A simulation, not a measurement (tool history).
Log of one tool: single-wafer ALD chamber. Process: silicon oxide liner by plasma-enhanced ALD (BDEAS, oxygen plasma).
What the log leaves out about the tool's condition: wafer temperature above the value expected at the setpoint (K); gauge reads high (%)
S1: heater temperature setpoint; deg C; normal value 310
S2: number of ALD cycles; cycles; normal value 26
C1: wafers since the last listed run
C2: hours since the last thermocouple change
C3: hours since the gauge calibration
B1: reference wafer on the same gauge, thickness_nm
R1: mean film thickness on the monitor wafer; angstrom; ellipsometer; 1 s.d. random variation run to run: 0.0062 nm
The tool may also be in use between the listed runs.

{"run": 1, "hour": 0.0, "S1": 310, "S2": 26, "C1": 0, "C2": 1328.5, "C3": 107.5, "B1": 2.302, "R1": 24.58}
{"run": 2, "hour": 14.5, "S1": 310, "S2": 26, "C1": 131, "C2": 1343, "C3": 122, "B1": 2.302, "R1": 24.71}
{"run": 3, "hour": 45.3, "S1": 310, "S2": 26, "C1": 279, "C2": 1373.8, "C3": 152.8, "B1": 2.301, "R1": 24.68}
{"run": 4, "hour": 72.4, "S1": 310, "S2": 26, "C1": 246, "C2": 1400.9, "C3": 179.9, "B1": 2.3, "R1": 24.69}
{"hour": 98.8, "done": "thermocouple changed; heater temperature recalibrated"}
{"hour": 101.2, "done": "gauge calibrated"}
{"run": 5, "hour": 103.2, "S1": 310, "S2": 26, "C1": 207, "C2": 4.4, "C3": 2, "B1": 2.319, "R1": 24.9}
{"run": 6, "hour": 115.7, "S1": 310, "S2": 26, "C1": 113, "C2": 16.9, "C3": 14.5, "B1": 2.315, "R1": 24.92}
{"run": 7, "hour": 151.0, "S1": 307, "S2": 26, "C1": 320, "C2": 52.2, "C3": 49.8, "B1": 2.309, "R1": 24.91}
{"run": 8, "hour": 177.7, "S1": 301, "S2": 28, "C1": 242, "C2": 78.9, "C3": 76.5, "B1": 2.305, "R1": 27.04}
{"run": 9, "hour": 212.1, "S1": 310, "S2": 29, "C1": 312, "C2": 113.3, "C3": 110.9, "B1": 2.302, "R1": 27.6}
{"run": 10, "hour": 230.3, "S1": 321, "S2": 26, "C1": 165, "C2": 131.5, "C3": 129.1, "B1": 2.301, "R1": 24.39}
{"run": 11, "hour": 253.6, "S1": 315, "S2": 23, "C1": 211, "C2": 154.8, "C3": 152.4, "B1": 2.302, "R1": 21.66}
{"run": 12, "hour": 284.7, "S1": 317, "S2": 23, "C1": 282, "C2": 185.9, "C3": 183.5, "B1": 2.3, "R1": 21.55}
{"run": 13, "hour": 304.5, "S1": 305, "S2": 21, "C1": 179, "C2": 205.7, "C3": 203.3, "B1": 2.3, "R1": 20.07}
{"hour": 305.9, "done": "gauge calibrated"}
{"run": 14, "hour": 320.8, "S1": 310, "S2": 26, "C1": 148, "C2": 222, "C3": 14.9, "B1": 2.316, "R1": 24.84}

For each run, the measured value with the value that run would have given without the tool's hidden condition subtracted. The run-to-run variation is shared by both, the gauge scatter possibly not:
run=1 R1=-0.19
run=2 R1=-0.2
run=3 R1=-0.21
run=4 R1=-0.22
run=5 R1=-0.01
run=6 R1=-0.05
run=7 R1=-0.12
run=8 R1=-0.17
run=9 R1=-0.21
run=10 R1=-0.19
run=11 R1=-0.18
run=12 R1=-0.19
run=13 R1=-0.19
run=14 R1=-0.04
